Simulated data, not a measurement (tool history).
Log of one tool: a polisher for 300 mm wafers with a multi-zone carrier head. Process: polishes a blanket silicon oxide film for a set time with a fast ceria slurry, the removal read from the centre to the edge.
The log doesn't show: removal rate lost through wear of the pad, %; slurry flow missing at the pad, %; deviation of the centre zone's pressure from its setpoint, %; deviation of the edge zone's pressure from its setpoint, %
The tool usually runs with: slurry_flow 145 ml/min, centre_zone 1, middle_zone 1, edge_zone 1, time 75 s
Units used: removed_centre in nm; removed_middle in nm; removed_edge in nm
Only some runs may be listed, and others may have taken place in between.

run	day	slurry_flow	centre_zone	middle_zone	edge_zone	time	wafers since the last listed run	wafers polished on this pad	hours since the slurry nozzle was cleaned	hours since the centre zone pressure was calibrated	hours since the edge zone pressure was calibrated	hours since the carrier head's membrane was replaced	incoming thickness of the incoming film, nm	removed_centre	removed_middle	removed_edge
1	0	145	1	1	1	75	0	77	258	662.1	1374.6	428	3273.1	786.1	771.4	826.4
2	0.304	145	1	0.96	1	75	89	166	265.3	669.4	1381.9	435.3	3269.5	796.7	761.5	816.6
3	0.671	145	1	1	1	66	107	274	274.1	678.2	1390.7	444.1	3272.2	703.2	690.7	718.5
4	1.412	145	1	1	1	75	218	492	291.9	696	1408.5	461.9	3242.9	789	778.4	830.9
# day 1.708: edge zone pressure recalibrated
5	1.829	145	1	1	1	75	98	590	301.9	706	2.9	471.9	3313.7	772.8	765.9	811.6
# day 2.35: slurry nozzle cleaned
6	2.371	145	1	1	1	60	147	738	0.5	719	15.9	484.9	3278.1	716.6	699.1	710.6
7	2.738	145	1.03	0.9	1	64	107	845	9.3	727.8	24.7	493.7	3267.4	781.7	693.3	759.4
# day 2.971: worn pad replaced by a new one
# day 3.121: carrier head's membrane replaced by a new one
8	3.367	145	0.93	1	1	75	92	72	24.4	742.9	39.8	5.9	3325.1	813.6	850.9	876.3
9	3.625	180	1	1	1	75	76	148	30.6	749.1	46	12.1	3298.9	916.5	890.6	899
10	4.117	145	1	1	1	75	144	293	42.4	760.9	57.8	23.9	3323.9	846.5	850.4	862.4
# day 4.45: centre zone pressure recalibrated
11	4.858	145	1	1.11	1.06	75	193	487	60.2	9.8	75.6	41.7	3274.7	839.7	875.2	888.9
12	5.475	110	1	1	1.1	85	181	668	75	24.6	90.4	56.5	3264.5	887.2	887.9	984.5
13	5.725	115	1	1	1	75	73	742	81	30.6	96.4	62.5	3208.6	783	783.1	830.2
14	6.454	145	1	1	1	75	214	956	98.5	48.1	113.9	80	3250.4	849	834.1	842.7
# day 6.662: worn pad replaced by a new one, of another model than before
15	7.975	145	1	1	1	75	398	386	135	84.6	150.4	116.5	3224.1	883.1	832.6	872.6
16	8.379	145	1	1	1	75	118	505	144.7	94.3	160.1	126.2	3228.3	852	825.8	866.6
17	8.75	145	1.09	1	1	98	109	614	153.6	103.2	169	135.1	3214.8	1224.4	1092.4	1113
18	9.004	180	1	1	1	75	74	689	159.7	109.3	175.1	141.2	3234.3	883.6	861.2	866.6
19	9.55	160	1.08	1	1	75	160	850	172.8	122.4	188.2	154.3	3250.6	935.3	844.2	870.9
# day 9.738: worn pad replaced by a new one
20	10.246	145	1	1	1	75	155	149	189.5	139.1	204.9	171	3263	851.7	847.8	857
21	10.783	145	1	1	1	54	158	307	202.4	152	217.8	183.9	3254.6	625.9	598.1	618
22	11.067	145	1	1	1	56	83	391	209.2	158.8	224.6	190.7	3238.8	631.6	621.2	640.4
23	11.483	100	1	1	1.06	75	122	513	219.2	168.8	234.6	200.7	3233.8	815.1	799.1	870

Branching from run 23: 3 alternative next runs. What would each branch give?
A	11.5	145	1	1	1	75	4	518	219.6	169.2	235	201.1	3196.1	?	?	?
B	11.5	180	1.05	1	1	75	4	518	219.6	169.2	235	201.1	3196.1	?	?	?
C	11.5	125	1	1.09	1	75	4	518	219.6	169.2	235	201.1	3196.1	?	?	?

run	removed_centre	removed_middle	removed_edge
A	843.9	844.8	855.1
B	913.4	867.1	871.1
C	827.1	874.9	843.8
Had the tool no hidden state, the same runs would have come out as:
run	removed_centre	removed_middle	removed_edge
A	890.8	886	884.4
B	958.4	905	898.2
C	876.5	920.7	874.4
